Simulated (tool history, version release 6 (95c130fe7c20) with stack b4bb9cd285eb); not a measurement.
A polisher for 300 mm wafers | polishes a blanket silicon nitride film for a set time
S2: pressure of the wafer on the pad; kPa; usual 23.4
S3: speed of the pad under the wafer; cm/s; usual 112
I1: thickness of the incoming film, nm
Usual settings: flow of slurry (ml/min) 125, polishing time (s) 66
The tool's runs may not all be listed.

{"run": 1, "hour": 0.0, "flow of slurry (ml/min)": 125, "S2": 23.4, "S3": 112, "polishing time (s)": 66, "I1": 489.8, "film removed (Å)": 1352}
{"hour": 2.4, "done": "slurry nozzle cleaned"}
{"run": 2, "hour": 41.3, "flow of slurry (ml/min)": 125, "S2": 23.4, "S3": 112, "polishing time (s)": 66, "I1": 486.3, "film removed (Å)": 1368}
{"run": 3, "hour": 88.9, "flow of slurry (ml/min)": 125, "S2": 23.4, "S3": 112, "polishing time (s)": 66, "I1": 481.6, "film removed (Å)": 1345}
{"run": 4, "hour": 152.9, "flow of slurry (ml/min)": 125, "S2": 23.4, "S3": 112, "polishing time (s)": 66, "I1": 497.3, "film removed (Å)": 1320}
{"run": 5, "hour": 223.3, "flow of slurry (ml/min)": 125, "S2": 23.4, "S3": 112, "polishing time (s)": 66, "I1": 493.2, "film removed (Å)": 1325}
{"run": 6, "hour": 284.3, "flow of slurry (ml/min)": 125, "S2": 23.4, "S3": 112, "polishing time (s)": 66, "I1": 491.8, "film removed (Å)": 1298}
{"run": 7, "hour": 332.0, "flow of slurry (ml/min)": 125, "S2": 26.2, "S3": 112, "polishing time (s)": 66, "I1": 486.3, "film removed (Å)": 1445}
{"hour": 341.5, "done": "head pressure recalibrated"}
{"run": 8, "hour": 361.9, "flow of slurry (ml/min)": 125, "S2": 26.2, "S3": 112, "polishing time (s)": 66, "I1": 493.9, "film removed (Å)": 1577}
{"run": 9, "hour": 417.2, "flow of slurry (ml/min)": 125, "S2": 26.2, "S3": 112, "polishing time (s)": 66, "I1": 496.3, "film removed (Å)": 1633}
{"hour": 444.2, "done": "worn pad replaced by a new one"}
{"run": 10, "hour": 472.8, "flow of slurry (ml/min)": 125, "S2": 23.4, "S3": 112, "polishing time (s)": 66, "I1": 488.1, "film removed (Å)": 1411}
{"run": 11, "hour": 542.5, "flow of slurry (ml/min)": 125, "S2": 23.4, "S3": 112, "polishing time (s)": 66, "I1": 489.6, "film removed (Å)": 1421}
{"run": 12, "hour": 597.4, "flow of slurry (ml/min)": 125, "S2": 23.4, "S3": 112, "polishing time (s)": 66, "I1": 494.2, "film removed (Å)": 1422}
{"run": 13, "hour": 665.3, "flow of slurry (ml/min)": 125, "S2": 23.4, "S3": 112, "polishing time (s)": 66, "I1": 498.2, "film removed (Å)": 1394}
{"hour": 731.0, "done": "slurry nozzle cleaned"}
{"run": 14, "hour": 853.5, "flow of slurry (ml/min)": 125, "S2": 23.4, "S3": 112, "polishing time (s)": 66, "I1": 479.9, "film removed (Å)": 1367}
{"run": 15, "hour": 907.7, "flow of slurry (ml/min)": 125, "S2": 23.4, "S3": 112, "polishing time (s)": 66, "I1": 488.7, "film removed (Å)": 1379}
{"hour": 953.2, "done": "worn pad replaced by a new one"}
{"run": 16, "hour": 971.9, "flow of slurry (ml/min)": 125, "S2": 23.4, "S3": 76, "polishing time (s)": 85, "I1": 490.0, "film removed (Å)": 1273}
{"run": 17, "hour": 1032.4, "flow of slurry (ml/min)": 95, "S2": 23.4, "S3": 112, "polishing time (s)": 87, "I1": 497.7, "film removed (Å)": 1641}
{"run": 18, "hour": 1100.8, "flow of slurry (ml/min)": 170, "S2": 23.4, "S3": 112, "polishing time (s)": 53, "I1": 497.6, "film removed (Å)": 1141}
{"run": 19, "hour": 1170.4, "flow of slurry (ml/min)": 100, "S2": 20.0, "S3": 130, "polishing time (s)": 57, "I1": 487.5, "film removed (Å)": 1043}
{"run": 20, "hour": 1242.2, "flow of slurry (ml/min)": 125, "S2": 23.4, "S3": 112, "polishing time (s)": 66, "I1": 485.6, "film removed (Å)": 1296}
{"run": 21, "hour": 1281.9, "flow of slurry (ml/min)": 125, "S2": 23.4, "S3": 88, "polishing time (s)": 66, "I1": 490.5, "film removed (Å)": 1069}

Forecast run 22:
{"run": 22, "hour": 1329.9, "flow of slurry (ml/min)": 125, "S2": 23.4, "S3": 112, "polishing time (s)": 57, "I1": 492.0, "film removed (Å)": "?"}

{"run 22": {"film removed (Å)": 1097}}
Without the tool's hidden state the same run would have given film removed (Å) 1232.
